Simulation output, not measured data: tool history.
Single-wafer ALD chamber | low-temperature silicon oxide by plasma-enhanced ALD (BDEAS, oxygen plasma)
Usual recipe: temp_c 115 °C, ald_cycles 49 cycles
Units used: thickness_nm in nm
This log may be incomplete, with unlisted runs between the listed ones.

run   hour  temp_c  ald_cycles  read-back reference wafer on the same gauge, thickness_nm  thickness_nm
  1      0     115          49                                                      6.302         6.606
  2   78.6     115          49                                                      6.295         6.586
  3  150.2     115          49                                                      6.294         6.564
  4    249     115          49                                                      6.304         6.545
  5  305.9     115          49                                                      6.301         6.542
  6  374.8     115          49                                                      6.296         6.564
     385.3  -- gauge calibrated
  7  466.7     115          49                                                      6.298         6.551
  8  555.3     115          49                                                      6.294         6.553
  9  611.3     119          49                                                      6.304         6.516
     682.1  -- thermocouple changed; heater temperature recalibrated
 10  694.5     120          41                                                      6.294         5.398
 11  755.4     115          49                                                      6.296         6.542
 12  860.1     105          43                                                      6.296           5.9
 13    897     130          53                                                      6.307         6.902
 14  997.5     115          45                                                      6.305         6.017

Predict each of these 5 candidate next runs independently; none follows another, all start after run 14:
  A   998     115          49                                                          ?             ?
  B   998     109          49                                                          ?             ?
  C   998     115          40                                                          ?             ?
  D   998     104          40                                                          ?             ?
  E   998     107          40                                                          ?             ?

run  read-back reference wafer on the same gauge, thickness_nm  thickness_nm
  A                                                      6.302         6.564
  B                                                      6.302         6.647
  C                                                      6.302         5.358
  D                                                      6.302         5.483
  E                                                      6.302         5.449
Stripped of hidden state, with their random variation kept, the same runs would have yielded:
run  thickness_nm
  A         6.564
  B         6.647
  C         5.358
  D         5.483
  E         5.449
